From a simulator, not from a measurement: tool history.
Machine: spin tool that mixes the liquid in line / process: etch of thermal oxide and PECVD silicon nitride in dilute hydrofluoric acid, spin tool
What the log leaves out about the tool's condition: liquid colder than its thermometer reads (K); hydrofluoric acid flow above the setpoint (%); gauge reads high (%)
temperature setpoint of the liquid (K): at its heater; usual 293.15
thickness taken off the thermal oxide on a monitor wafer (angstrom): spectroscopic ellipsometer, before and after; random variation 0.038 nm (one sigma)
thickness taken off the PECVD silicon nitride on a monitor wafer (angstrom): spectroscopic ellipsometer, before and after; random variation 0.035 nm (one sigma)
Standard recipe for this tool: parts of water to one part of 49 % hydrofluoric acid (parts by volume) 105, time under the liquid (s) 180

| run | hour | temperature setpoint of the liquid (K) | parts of water to one part of 49 % hydrofluoric acid (parts by volume) | time under the liquid (s) | wafers since the last listed run | hours since the thermometer was replaced | hours since the hydrofluoric acid flow meter was replaced | hours since the gauge calibration | read-back film thickness of the thermal oxide reference wafer, read on the same gauge (nm) | read-back film thickness of the PECVD silicon nitride reference wafer, read on the same gauge (nm) | thickness taken off the thermal oxide on a monitor wafer (angstrom) | thickness taken off the PECVD silicon nitride on a monitor wafer (angstrom) |
|---|---|---|---|---|---|---|---|---|---|---|---|---|
| 1 | 0 | 293.15 | 105 | 180 | 0 | 1904.4 | 1052.3 | 68.8 | 89.99 | 70.03 | 69.5 | 59.7 |
| 2 | 6.3 | 293.15 | 105 | 180 | 24 | 1910.7 | 1058.6 | 75.1 | 90 | 70.01 | 69.3 | 60.2 |
| 3 | 18 | 293.15 | 105 | 180 | 45 | 1922.4 | 1070.3 | 86.8 | 90.01 | 69.99 | 69.8 | 59.6 |
| 4 | 69.4 | 293.15 | 105 | 180 | 198 | 1973.8 | 1121.7 | 138.2 | 90 | 70.03 | 69.5 | 60.3 |
| 5 | 82.4 | 293.15 | 105 | 180 | 50 | 1986.8 | 1134.7 | 151.2 | 89.99 | 70.02 | 70.6 | 60.8 |
| 6 | 89.8 | 293.15 | 105 | 180 | 28 | 1994.2 | 1142.1 | 158.6 | 90 | 69.97 | 69.6 | 60.8 |
|  | 100.9 | thermometer replaced |
| 7 | 101.4 | 290.15 | 105 | 180 | 40 | 0.5 | 1153.7 | 170.2 | 90.01 | 70.02 | 61.3 | 48.7 |
| 8 | 113.2 | 290.15 | 105 | 180 | 45 | 12.3 | 1165.5 | 182 | 89.98 | 70.01 | 61.7 | 49.3 |
| 9 | 128.6 | 290.15 | 105 | 180 | 59 | 27.7 | 1180.9 | 197.4 | 90.01 | 70.03 | 61.5 | 49 |
| 10 | 145.5 | 293.15 | 105 | 180 | 65 | 44.6 | 1197.8 | 214.3 | 90.03 | 69.95 | 70.1 | 60.8 |
| 11 | 154.7 | 293.15 | 105 | 180 | 35 | 53.8 | 1207 | 223.5 | 89.99 | 69.98 | 70.7 | 60.4 |
|  | 157.8 | hydrofluoric acid flow meter replaced |
| 12 | 166.1 | 293.15 | 105 | 180 | 40 | 65.2 | 8.3 | 234.9 | 90 | 69.96 | 63.7 | 55.1 |
| 13 | 175.7 | 293.15 | 105 | 180 | 36 | 74.8 | 17.9 | 244.5 | 90 | 70.03 | 64.3 | 55.4 |
|  | 184.1 | gauge calibrated |
| 14 | 184.9 | 293.15 | 105 | 180 | 35 | 84 | 27.1 | 0.8 | 90.01 | 69.98 | 64.4 | 55 |
| 15 | 200.3 | 294.65 | 135 | 110 | 59 | 99.4 | 42.5 | 16.2 | 90 | 70.01 | 31.2 | 29.3 |
| 16 | 207.6 | 296.65 | 105 | 80 | 28 | 106.7 | 49.8 | 23.5 | 90.02 | 69.99 | 32.9 | 31.2 |
| 17 | 220 | 290.15 | 105 | 120 | 47 | 119.1 | 62.2 | 35.9 | 90.01 | 69.96 | 37.7 | 30.4 |
| 18 | 230.1 | 297.15 | 105 | 225 | 38 | 129.2 | 72.3 | 46 | 89.99 | 70 | 94.1 | 90.3 |
| 19 | 238.1 | 294.65 | 75 | 280 | 30 | 137.2 | 80.3 | 54 | 89.99 | 70.06 | 154.2 | 134.3 |
| 20 | 247 | 293.15 | 105 | 180 | 34 | 146.1 | 89.2 | 62.9 | 90 | 70.04 | 64.4 | 55.9 |
| 21 | 263.3 | 293.15 | 105 | 180 | 62 | 162.4 | 105.5 | 79.2 | 89.99 | 69.95 | 64.3 | 55.5 |
| 22 | 269.3 | 293.15 | 105 | 180 | 23 | 168.4 | 111.5 | 85.2 | 90 | 69.99 | 64.7 | 55.4 |
| 23 | 276.6 | 296.15 | 140 | 180 | 28 | 175.7 | 118.8 | 92.5 | 90.01 | 70 | 52.3 | 51.9 |
| 24 | 287.5 | 293.15 | 130 | 180 | 41 | 186.6 | 129.7 | 103.4 | 90.01 | 70 | 50.8 | 45.7 |
| 25 | 295.2 | 297.65 | 70 | 220 | 29 | 194.3 | 137.4 | 111.1 | 90.01 | 70.03 | 148.7 | 136.9 |
| 26 | 306.3 | 290.15 | 75 | 75 | 42 | 205.4 | 148.5 | 122.2 | 90.01 | 70.03 | 34.2 | 26.1 |
| 27 | 322.7 | 294.65 | 105 | 275 | 63 | 221.8 | 164.9 | 138.6 | 90.02 | 70.01 | 105.2 | 95.6 |

Branching from run 27: 3 alternative next runs. What would each branch give?
| A | 323.2 | 293.15 | 105 | 180 | 1 | 222.3 | 165.4 | 139.1 | ? | ? | ? | ? |
| B | 323.2 | 290.65 | 105 | 180 | 1 | 222.3 | 165.4 | 139.1 | ? | ? | ? | ? |
| C | 323.2 | 295.65 | 75 | 240 | 1 | 222.3 | 165.4 | 139.1 | ? | ? | ? | ? |

| run | read-back film thickness of the thermal oxide reference wafer, read on the same gauge (nm) | read-back film thickness of the PECVD silicon nitride reference wafer, read on the same gauge (nm) | thickness taken off the thermal oxide on a monitor wafer (angstrom) | thickness taken off the PECVD silicon nitride on a monitor wafer (angstrom) |
|---|---|---|---|---|
| A | 90 | 70.03 | 64.7 | 56.2 |
| B | 90 | 70.03 | 58.3 | 47.3 |
| C | 90 | 70.03 | 138.4 | 123.4 |
Without the tool's unlogged condition, the same runs would have read:
| run | thickness taken off the thermal oxide on a monitor wafer (angstrom) | thickness taken off the PECVD silicon nitride on a monitor wafer (angstrom) |
|---|---|---|
| A | 62.9 | 54.8 |
| B | 56.7 | 46.2 |
| C | 134.7 | 120.4 |

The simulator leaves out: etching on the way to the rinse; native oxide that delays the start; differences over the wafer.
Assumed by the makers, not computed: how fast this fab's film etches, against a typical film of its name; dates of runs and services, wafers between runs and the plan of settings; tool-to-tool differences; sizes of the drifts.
